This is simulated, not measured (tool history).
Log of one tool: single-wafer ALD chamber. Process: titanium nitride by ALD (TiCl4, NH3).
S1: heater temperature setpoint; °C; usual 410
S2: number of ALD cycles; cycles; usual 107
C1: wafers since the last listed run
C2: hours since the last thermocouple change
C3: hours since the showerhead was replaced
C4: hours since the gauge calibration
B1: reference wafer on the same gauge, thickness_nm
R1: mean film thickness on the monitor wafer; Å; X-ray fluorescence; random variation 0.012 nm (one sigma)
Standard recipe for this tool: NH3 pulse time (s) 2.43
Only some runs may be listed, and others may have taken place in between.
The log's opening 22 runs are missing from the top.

{"day": 23.238, "done": "thermocouple changed; heater temperature recalibrated"}
{"run": 23, "day": 23.258, "S1": 420, "S2": 124, "NH3 pulse time (s)": 1.8, "C1": 67, "C2": 0.5, "C3": 6401.0, "C4": 446.1, "B1": 2.725, "R1": 26.86}
{"run": 24, "day": 24.467, "S1": 410, "S2": 107, "NH3 pulse time (s)": 2.76, "C1": 86, "C2": 29.5, "C3": 6430.0, "C4": 475.1, "B1": 2.726, "R1": 23.54}
{"run": 25, "day": 25.296, "S1": 410, "S2": 98, "NH3 pulse time (s)": 3.07, "C1": 59, "C2": 49.4, "C3": 6449.9, "C4": 495.0, "B1": 2.723, "R1": 21.78}
{"run": 26, "day": 26.004, "S1": 410, "S2": 107, "NH3 pulse time (s)": 2.43, "C1": 50, "C2": 66.4, "C3": 6466.9, "C4": 512.0, "B1": 2.727, "R1": 23.27}
{"run": 27, "day": 26.538, "S1": 403, "S2": 115, "NH3 pulse time (s)": 3.3, "C1": 38, "C2": 79.2, "C3": 6479.7, "C4": 524.8, "B1": 2.726, "R1": 25.71}
{"run": 28, "day": 27.704, "S1": 410, "S2": 100, "NH3 pulse time (s)": 3.34, "C1": 83, "C2": 107.2, "C3": 6507.7, "C4": 552.8, "B1": 2.726, "R1": 22.27}
{"day": 28.058, "done": "gauge calibrated"}
{"run": 29, "day": 29.096, "S1": 410, "S2": 107, "NH3 pulse time (s)": 2.43, "C1": 99, "C2": 140.6, "C3": 6541.1, "C4": 24.9, "B1": 2.665, "R1": 22.84}
{"run": 30, "day": 31.854, "S1": 410, "S2": 91, "NH3 pulse time (s)": 1.84, "C1": 198, "C2": 206.8, "C3": 6607.3, "C4": 91.1, "B1": 2.686, "R1": 18.98}
{"run": 31, "day": 32.571, "S1": 415, "S2": 107, "NH3 pulse time (s)": 2.43, "C1": 51, "C2": 224.0, "C3": 6624.5, "C4": 108.3, "B1": 2.682, "R1": 23.09}
{"run": 32, "day": 33.233, "S1": 410, "S2": 86, "NH3 pulse time (s)": 2.9, "C1": 47, "C2": 239.9, "C3": 6640.4, "C4": 124.2, "B1": 2.689, "R1": 18.62}
{"day": 33.842, "done": "showerhead replaced"}
{"run": 33, "day": 33.883, "S1": 410, "S2": 107, "NH3 pulse time (s)": 2.43, "C1": 22, "C2": 255.5, "C3": 1.0, "C4": 139.8, "B1": 2.693, "R1": 23.24}
{"run": 34, "day": 35.529, "S1": 397, "S2": 127, "NH3 pulse time (s)": 2.88, "C1": 118, "C2": 295.0, "C3": 40.5, "C4": 179.3, "B1": 2.698, "R1": 27.69}
{"run": 35, "day": 36.979, "S1": 410, "S2": 107, "NH3 pulse time (s)": 3.0, "C1": 104, "C2": 329.8, "C3": 75.3, "C4": 214.1, "B1": 2.702, "R1": 23.63}
{"run": 36, "day": 38.283, "S1": 410, "S2": 107, "NH3 pulse time (s)": 2.43, "C1": 93, "C2": 361.1, "C3": 106.6, "C4": 245.4, "B1": 2.705, "R1": 23.22}
{"run": 37, "day": 39.029, "S1": 425, "S2": 91, "NH3 pulse time (s)": 2.78, "C1": 53, "C2": 379.0, "C3": 124.5, "C4": 263.3, "B1": 2.71, "R1": 19.96}
{"run": 38, "day": 41.383, "S1": 410, "S2": 107, "NH3 pulse time (s)": 2.43, "C1": 169, "C2": 435.5, "C3": 181.0, "C4": 319.8, "B1": 2.711, "R1": 23.18}
{"run": 39, "day": 42.079, "S1": 410, "S2": 98, "NH3 pulse time (s)": 2.77, "C1": 49, "C2": 452.2, "C3": 197.7, "C4": 336.5, "B1": 2.713, "R1": 21.5}
{"run": 40, "day": 43.529, "S1": 401, "S2": 125, "NH3 pulse time (s)": 2.04, "C1": 104, "C2": 487.0, "C3": 232.5, "C4": 371.3, "B1": 2.717, "R1": 26.95}

4 ways to go on from here, each from the tool as it stands after run 40. What would each give?
{"run": "A", "day": 43.558, "S1": 422, "S2": 107, "NH3 pulse time (s)": 2.43, "C1": 2, "C2": 487.7, "C3": 233.2, "C4": 372.0, "B1": "?", "R1": "?"}
{"run": "B", "day": 43.558, "S1": 410, "S2": 115, "NH3 pulse time (s)": 2.43, "C1": 2, "C2": 487.7, "C3": 233.2, "C4": 372.0, "B1": "?", "R1": "?"}
{"run": "C", "day": 43.558, "S1": 410, "S2": 114, "NH3 pulse time (s)": 2.15, "C1": 2, "C2": 487.7, "C3": 233.2, "C4": 372.0, "B1": "?", "R1": "?"}
{"run": "D", "day": 43.558, "S1": 416, "S2": 92, "NH3 pulse time (s)": 1.85, "C1": 2, "C2": 487.7, "C3": 233.2, "C4": 372.0, "B1": "?", "R1": "?"}

run=A B1=2.714 R1=23.55
run=B B1=2.714 R1=25.24
run=C B1=2.714 R1=24.84
run=D B1=2.714 R1=19.88
Without the tool's unlogged condition, the same runs would have read:
run=A R1=23.06
run=B R1=24.72
run=C R1=24.33
run=D R1=19.47

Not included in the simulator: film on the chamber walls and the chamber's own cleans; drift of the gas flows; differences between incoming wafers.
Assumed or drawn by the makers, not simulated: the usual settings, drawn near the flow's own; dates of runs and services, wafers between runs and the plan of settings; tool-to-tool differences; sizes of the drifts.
